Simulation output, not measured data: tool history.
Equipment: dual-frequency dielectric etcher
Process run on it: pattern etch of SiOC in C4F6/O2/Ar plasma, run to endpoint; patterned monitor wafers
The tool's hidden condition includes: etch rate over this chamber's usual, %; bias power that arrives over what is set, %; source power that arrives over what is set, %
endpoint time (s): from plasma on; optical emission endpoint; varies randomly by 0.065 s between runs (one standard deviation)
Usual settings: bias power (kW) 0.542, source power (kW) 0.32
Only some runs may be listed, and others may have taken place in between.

run,day,bias power (kW),source power (kW),wafers since the last listed run,hours since the last wet clean,hours since the last bias power generator calibration,hours since the last source power generator calibration,hours since the last upper electrode change,"incoming incoming film thickness, nm",endpoint time (s)
1,0,0.453,0.37,0,241.5,3802.4,3463.2,2907.4,43.36,14.8
2,0.571,0.453,0.37,241,255.2,3816.1,3476.9,2921.1,43.63,14.9
3,1.238,0.627,0.3,281,271.2,3832.1,3492.9,2937.1,43.01,13.6
4,1.742,0.627,0.3,213,283.3,3844.2,3505,2949.2,43.04,13.5
5,2.246,0.627,0.3,213,295.4,3856.3,3517.1,2961.3,43.09,13.6
6,2.517,0.507,0.29,114,301.9,3862.8,3523.6,2967.8,43.24,15
7,3.121,0.577,0.32,255,316.4,3877.3,3538.1,2982.3,43.49,13.9
8,3.754,0.542,0.32,267,331.6,3892.5,3553.3,2997.5,43.36,14.3
9,4.275,0.542,0.32,220,344.1,3905,3565.8,3010,43.55,14.3
10,4.746,0.542,0.32,199,355.4,3916.3,3577.1,3021.3,43.9,14.2
11,5.4,0.542,0.32,276,371.1,3932,3592.8,3037,43.32,14.2
12,6.012,0.542,0.32,258,385.8,3946.7,3607.5,3051.7,43.84,14.3
# day 7.121: bias power generator calibrated
# day 7.408: upper electrode replaced
# day 8.1: wet clean of the chamber
13,8.121,0.542,0.32,407,0.5,24,3658.1,17.1,43.37,13.8
14,8.133,0.542,0.32,5,0.8,24.3,3658.4,17.4,43.48,13.8
15,8.15,0.542,0.32,7,1.2,24.7,3658.8,17.8,43.43,13.8
16,8.358,0.542,0.32,88,6.2,29.7,3663.8,22.8,42.94,13.6
# day 8.579: source power generator calibrated
17,8.888,0.542,0.32,153,18.9,42.4,7.4,35.5,43.02,13.7
18,9.175,0.647,0.35,121,25.8,49.3,14.3,42.4,43.46,12.6
19,9.662,0.542,0.32,206,37.5,61,26,54.1,42.93,13.6
20,10.333,0.507,0.29,283,53.6,77.1,42.1,70.2,43.73,14.5
# day 11.504: wet clean of the chamber, repeated, since the last time left the tool worse
21,11.525,0.629,0.3,81,0.5,105.7,70.7,98.8,43.21,13.9

Run 22 comes next. What will it give?
22,11.542,0.542,0.32,7,0.9,106.1,71.1,99.2,43.36,?

{"run 22": {"endpoint time (s)": 14.6}}
Were there no unlogged condition in the tool, this run, its random variation unchanged, would have produced endpoint time (s) 14.7.
